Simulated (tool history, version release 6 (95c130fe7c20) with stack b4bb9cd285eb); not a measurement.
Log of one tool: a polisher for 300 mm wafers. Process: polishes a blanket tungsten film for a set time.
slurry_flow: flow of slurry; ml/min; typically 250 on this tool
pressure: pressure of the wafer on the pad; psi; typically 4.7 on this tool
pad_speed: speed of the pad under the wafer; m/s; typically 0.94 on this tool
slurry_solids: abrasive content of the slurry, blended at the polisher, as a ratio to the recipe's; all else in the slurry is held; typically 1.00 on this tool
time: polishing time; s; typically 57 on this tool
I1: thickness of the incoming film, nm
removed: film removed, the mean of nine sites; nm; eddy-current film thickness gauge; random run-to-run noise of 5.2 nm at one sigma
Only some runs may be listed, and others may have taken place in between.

Run 1, hour 0.0: usual settings but slurry_flow 310 ml/min, pressure 4.3 psi, pad_speed 1.06 m/s, time 46 s; I1 925.9. Result: removed 284.8 nm.
Run 2, hour 99.7: usual settings but pad_speed 1.22 m/s, slurry_solids 1.15, time 41 s; I1 907.5. Result: removed 292.6 nm.
At hour 308.8: slurry nozzle cleaned.
Run 3, hour 321.1: usual settings; I1 910.4. Result: removed 367.3 nm.
At hour 393.3: worn pad replaced by a new one.
Run 4, hour 412.9: usual settings; I1 909.6. Result: removed 359.1 nm.
Run 5, hour 495.6: usual settings; I1 901.4. Result: removed 360.2 nm.
Run 6, hour 576.0: usual settings but slurry_flow 165 ml/min; I1 901.2. Result: removed 324.6 nm.
Run 7, hour 667.7: usual settings but slurry_flow 200 ml/min, pad_speed 1.02 m/s; I1 912.8. Result: removed 354.4 nm.
At hour 691.7: slurry tank refilled with fresh slurry and peroxide.
At hour 697.5: head pressure recalibrated.
At hour 701.7: slurry blender recalibrated.
Run 8, hour 752.1: usual settings but slurry_flow 175 ml/min, pressure 3.2 psi; I1 901.0. Result: removed 218.3 nm.
Run 9, hour 794.5: usual settings but pressure 4.0 psi, pad_speed 1.26 m/s, time 77 s; I1 894.3. Result: removed 485.8 nm.
Run 10, hour 878.3: usual settings but pad_speed 1.16 m/s, slurry_solids 1.20; I1 902.6. Result: removed 412.8 nm.
Run 11, hour 935.1: usual settings; I1 910.1. Result: removed 346.6 nm.
Run 12, hour 974.6: usual settings but pressure 5.3 psi, pad_speed 0.72 m/s, slurry_solids 1.10; I1 915.5. Result: removed 328.9 nm.
Run 13, hour 1053.7: usual settings but pad_speed 1.16 m/s; I1 916.9. Result: removed 397.2 nm.
At hour 1124.9: worn pad replaced by a new one.
Run 14, hour 1139.5: usual settings but pad_speed 0.86 m/s, time 63 s; I1 906.0. Result: removed 360.6 nm.
At hour 1152.5: slurry nozzle cleaned.
Run 15, hour 1240.5: usual settings; I1 915.6. Result: removed 360.8 nm.
Run 16, hour 1340.3: usual settings but pad_speed 1.04 m/s; I1 898.4. Result: removed 376.8 nm.
At hour 1391.5: slurry tank refilled with fresh slurry and peroxide.
Run 17, hour 1435.6: usual settings but slurry_flow 325 ml/min, pad_speed 1.24 m/s, slurry_solids 0.70; I1 903.6. Result: removed 397.3 nm.
Run 18, hour 1530.2: usual settings; I1 909.4. Result: removed 351.3 nm.
At hour 1534.3: slurry blender recalibrated.
Run 19, hour 1631.6: usual settings but slurry_flow 180 ml/min, pressure 3.9 psi, slurry_solids 1.10; I1 894.4. Result: removed 260.5 nm.
Run 20, hour 1691.4: usual settings but slurry_flow 195 ml/min, slurry_solids 0.85; I1 904.7. Result: removed 303.6 nm.
Run 21, hour 1777.9: usual settings; I1 915.8. Result: removed 329.3 nm.
Run 22, hour 1853.6: usual settings; I1 896.8. Result: removed 328.7 nm.
Run 23, hour 1918.3: usual settings; I1 902.9. Result: removed 324.6 nm.
At hour 1937.5: head pressure recalibrated.
Run 24, hour 1959.3: usual settings; I1 911.9. Result: removed 326.3 nm.
At hour 1969.2: worn pad replaced by a new one.
At hour 1993.9: slurry nozzle cleaned.
Run 25, hour 2048.7: usual settings but pressure 5.4 psi, time 66 s; I1 915.2. Result: removed 488.8 nm.

5 ways to go on from here, each from the tool as it stands after run 25. What would each give?
Run A, hour 2049.1: usual settings but time 43 s; I1 927.5. Result: removed ?.
Run B, hour 2049.1: usual settings but time 63 s; I1 927.5. Result: removed ?.
Run C, hour 2049.1: usual settings but slurry_solids 1.20; I1 927.5. Result: removed ?.
Run D, hour 2049.1: usual settings but slurry_flow 330 ml/min, pressure 4.0 psi, pad_speed 0.82 m/s, slurry_solids 1.25; I1 927.5. Result: removed ?.
Run E, hour 2049.1: usual settings but pressure 5.7 psi, time 46 s; I1 927.5. Result: removed ?.

run  removed
  A    267.6
  B    392.0
  C    371.3
  D    300.4
  E    347.1
Without the tool's hidden state the same runs would have given:
run  removed
  A    271.2
  B    397.4
  C    376.4
  D    303.5
  E    351.9

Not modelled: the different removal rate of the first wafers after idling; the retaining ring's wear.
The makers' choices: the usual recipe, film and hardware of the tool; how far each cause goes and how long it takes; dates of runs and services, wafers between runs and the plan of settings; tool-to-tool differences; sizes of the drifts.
